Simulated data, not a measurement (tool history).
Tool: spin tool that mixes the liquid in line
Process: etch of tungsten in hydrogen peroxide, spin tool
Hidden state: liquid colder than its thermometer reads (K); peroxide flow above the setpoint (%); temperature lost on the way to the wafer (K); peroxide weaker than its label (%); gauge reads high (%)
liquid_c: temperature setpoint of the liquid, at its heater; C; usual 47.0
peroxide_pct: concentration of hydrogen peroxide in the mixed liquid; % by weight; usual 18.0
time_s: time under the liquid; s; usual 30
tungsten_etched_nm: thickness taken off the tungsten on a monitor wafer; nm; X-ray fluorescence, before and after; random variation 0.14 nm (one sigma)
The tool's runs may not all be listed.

run    hour  liquid_c  peroxide_pct  time_s  wafers since the last listed run  hours since the thermometer was replaced  hours since the peroxide flow meter was replaced  hours since the heated supply line was repaired  hours since the drum of peroxide was connected  hours since the gauge calibration  read-back film thickness of the tungsten reference wafer, read on the same gauge (nm)  tungsten_etched_nm
  1     0.0      47.0          18.0      30                                 0                                     908.5                                             241.7                                           2587.0                                           224.4                              537.8                                                                                 140.01               40.54
  2   103.0      47.0          18.0      30                              1625                                    1011.5                                             344.7                                           2690.0                                           327.4                              640.8                                                                                 140.00               40.31
  3   179.7      47.0          18.0      30                              1210                                    1088.2                                             421.4                                           2766.7                                           404.1                              717.5                                                                                 139.99               40.29
  4   248.2      47.0          18.0      30                              1081                                    1156.7                                             489.9                                           2835.2                                           472.6                              786.0                                                                                 140.01               39.93
  5   336.8      47.0          16.5      30                              1398                                    1245.3                                             578.5                                           2923.8                                           561.2                              874.6                                                                                 139.98               38.11
  6   374.3      47.0          16.5      30                               591                                    1282.8                                             616.0                                           2961.3                                           598.7                              912.1                                                                                 139.98               37.79
      428.4  -- new drum of peroxide connected
      455.2  -- thermometer replaced
  7   461.8      47.0          16.5      30                              1349                                       6.6                                             703.5                                           3048.8                                            33.4                              999.6                                                                                 140.01               38.60
      488.5  -- gauge calibrated
  8   501.6      47.0          18.0      40                               628                                      46.4                                             743.3                                           3088.6                                            73.2                               13.1                                                                                 140.00               54.13
  9   573.0      47.0          18.0      50                              1126                                     117.8                                             814.7                                           3160.0                                           144.6                               84.5                                                                                 140.01               67.22
 10   670.5      44.0          18.0      30                              1538                                     215.3                                             912.2                                           3257.5                                           242.1                              182.0                                                                                 140.00               33.13
      737.0  -- heated supply line repaired
 11   738.5      47.0          13.5      15                              1057                                     283.3                                             980.2                                              1.5                                           310.1                              250.0                                                                                 139.97               18.07
      786.9  -- peroxide flow meter replaced
 12   799.4      51.5          16.0      20                               945                                     344.2                                              12.5                                             62.4                                           371.0                              310.9                                                                                 139.99               34.84
 13   883.8      41.5          23.0      30                              1332                                     428.6                                              96.9                                            146.8                                           455.4                              395.3                                                                                 139.98               33.20
 14   976.7      47.0          18.0      30                              1466                                     521.5                                             189.8                                            239.7                                           548.3                              488.2                                                                                 140.01               41.26
 15  1055.7      44.0          18.0      30                              1246                                     600.5                                             268.8                                            318.7                                           627.3                              567.2                                                                                 140.00               33.98
     1102.2  -- new drum of peroxide connected
 16  1107.1      49.5          15.0      25                               795                                     651.9                                             320.2                                            370.1                                             4.9                              618.6                                                                                 140.01               37.78

4 ways to go on from here, each from the tool as it stands after run 16. What would each give?
  A  1107.5      41.0          18.0      30                                 6                                     652.3                                             320.6                                            370.5                                             5.3                              619.0                                                                                      ?                   ?
  B  1107.5      42.0          18.0      40                                 6                                     652.3                                             320.6                                            370.5                                             5.3                              619.0                                                                                      ?                   ?
  C  1107.5      54.0          15.5      35                                 6                                     652.3                                             320.6                                            370.5                                             5.3                              619.0                                                                                      ?                   ?
  D  1107.5      47.0          15.5      30                                 6                                     652.3                                             320.6                                            370.5                                             5.3                              619.0                                                                                      ?                   ?

run  read-back film thickness of the tungsten reference wafer, read on the same gauge (nm)  tungsten_etched_nm
  A                                                                                 140.00               29.05
  B                                                                                 140.00               41.32
  C                                                                                 140.00               70.57
  D                                                                                 140.00               39.47
Without the tool's hidden state the same runs would have given:
run  tungsten_etched_nm
  A               29.39
  B               41.79
  C               71.33
  D               39.91
